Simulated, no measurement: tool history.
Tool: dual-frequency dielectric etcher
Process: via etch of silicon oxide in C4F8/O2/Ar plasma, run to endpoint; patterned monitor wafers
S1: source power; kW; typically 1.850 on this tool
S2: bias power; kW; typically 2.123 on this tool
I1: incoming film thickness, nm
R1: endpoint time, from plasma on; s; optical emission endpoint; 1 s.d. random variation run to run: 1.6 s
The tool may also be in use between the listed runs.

{"run": 1, "hour": 0.0, "S1": 1.85, "S2": 2.123, "I1": 1567.5, "R1": 337.4}
{"run": 2, "hour": 124.3, "S1": 1.85, "S2": 2.123, "I1": 1543.8, "R1": 335.9}
{"run": 3, "hour": 160.8, "S1": 1.97, "S2": 2.003, "I1": 1568.3, "R1": 335.6}
{"run": 4, "hour": 191.6, "S1": 1.97, "S2": 2.003, "I1": 1569.5, "R1": 335.3}
{"run": 5, "hour": 220.9, "S1": 1.97, "S2": 2.003, "I1": 1554.7, "R1": 333.4}
{"run": 6, "hour": 425.7, "S1": 1.85, "S2": 2.123, "I1": 1545.5, "R1": 337.0}
{"hour": 470.8, "done": "wet clean of the chamber"}
{"run": 7, "hour": 486.6, "S1": 1.85, "S2": 2.123, "I1": 1556.8, "R1": 336.2}
{"run": 8, "hour": 532.5, "S1": 1.85, "S2": 2.123, "I1": 1556.9, "R1": 334.3}
{"run": 9, "hour": 567.8, "S1": 1.85, "S2": 2.123, "I1": 1544.2, "R1": 334.4}
{"run": 10, "hour": 619.7, "S1": 1.85, "S2": 2.123, "I1": 1544.7, "R1": 334.6}
{"run": 11, "hour": 684.2, "S1": 1.85, "S2": 2.403, "I1": 1560.6, "R1": 326.8}
{"run": 12, "hour": 718.2, "S1": 1.85, "S2": 2.403, "I1": 1553.1, "R1": 324.1}
{"run": 13, "hour": 775.5, "S1": 1.85, "S2": 2.123, "I1": 1526.4, "R1": 329.0}
{"run": 14, "hour": 800.5, "S1": 1.85, "S2": 2.123, "I1": 1543.9, "R1": 336.0}
{"run": 15, "hour": 827.8, "S1": 1.85, "S2": 2.123, "I1": 1549.0, "R1": 335.6}
{"run": 16, "hour": 865.3, "S1": 1.85, "S2": 2.123, "I1": 1561.5, "R1": 338.6}
{"run": 17, "hour": 893.8, "S1": 1.85, "S2": 2.005, "I1": 1558.6, "R1": 343.2}
{"run": 18, "hour": 921.4, "S1": 2.07, "S2": 1.977, "I1": 1559.3, "R1": 329.7}
{"hour": 976.6, "done": "wet clean of the chamber"}
{"run": 19, "hour": 977.1, "S1": 1.5, "S2": 1.85, "I1": 1529.1, "R1": 376.8}
{"run": 20, "hour": 1015.6, "S1": 1.85, "S2": 2.403, "I1": 1566.0, "R1": 330.5}
{"hour": 1073.4, "done": "source power generator calibrated"}
{"run": 21, "hour": 1086.5, "S1": 2.21, "S2": 2.591, "I1": 1553.4, "R1": 291.4}
{"hour": 1120.1, "done": "bias power generator calibrated"}
{"hour": 1166.2, "done": "upper electrode replaced, of another model than before"}
{"run": 22, "hour": 1166.7, "S1": 2.25, "S2": 2.37, "I1": 1554.3, "R1": 302.6}
{"run": 23, "hour": 1271.0, "S1": 2.1, "S2": 1.667, "I1": 1546.5, "R1": 350.3}
{"run": 24, "hour": 1331.3, "S1": 1.41, "S2": 1.96, "I1": 1557.5, "R1": 367.6}
{"run": 25, "hour": 1362.3, "S1": 1.85, "S2": 2.123, "I1": 1569.6, "R1": 336.4}
{"run": 26, "hour": 1433.7, "S1": 2.17, "S2": 2.523, "I1": 1544.0, "R1": 296.3}
{"hour": 1471.0, "done": "wet clean of the chamber"}
{"run": 27, "hour": 1503.4, "S1": 2.17, "S2": 2.523, "I1": 1583.2, "R1": 303.7}
{"run": 28, "hour": 1535.4, "S1": 2.15, "S2": 2.468, "I1": 1551.1, "R1": 301.2}
{"run": 29, "hour": 1599.6, "S1": 1.85, "S2": 2.123, "I1": 1539.5, "R1": 332.5}
{"run": 30, "hour": 1657.4, "S1": 2.19, "S2": 2.422, "I1": 1559.5, "R1": 305.0}
{"run": 31, "hour": 1698.7, "S1": 1.85, "S2": 2.123, "I1": 1553.7, "R1": 332.4}
{"run": 32, "hour": 1733.6, "S1": 1.46, "S2": 1.905, "I1": 1542.1, "R1": 367.8}
{"run": 33, "hour": 1796.8, "S1": 2.28, "S2": 2.123, "I1": 1564.2, "R1": 317.1}
{"run": 34, "hour": 1844.4, "S1": 1.66, "S2": 2.615, "I1": 1537.8, "R1": 313.5}
{"run": 35, "hour": 1869.5, "S1": 2.01, "S2": 1.895, "I1": 1558.8, "R1": 338.6}

Had the tool no unlogged condition, and each run kept its random variation, what would the results have been?
Hidden state present: etch rate over this chamber's usual, %; source power that arrives over what is set, %; bias power that arrives over what is set, %.
run=1 R1=335.6
run=2 R1=333.7
run=3 R1=333.3
run=4 R1=332.9
run=5 R1=330.9
run=6 R1=333.9
run=7 R1=332.9
run=8 R1=330.9
run=9 R1=330.9
run=10 R1=331.0
run=11 R1=323.0
run=12 R1=320.3
run=13 R1=325.0
run=14 R1=331.8
run=15 R1=331.3
run=16 R1=334.2
run=17 R1=338.6
run=18 R1=325.2
run=19 R1=371.5
run=20 R1=325.8
run=21 R1=291.6
run=22 R1=302.6
run=23 R1=350.1
run=24 R1=367.3
run=25 R1=336.0
run=26 R1=295.9
run=27 R1=303.1
run=28 R1=300.6
run=29 R1=331.7
run=30 R1=304.1
run=31 R1=331.3
run=32 R1=366.5
run=33 R1=315.9
run=34 R1=312.2
run=35 R1=337.2
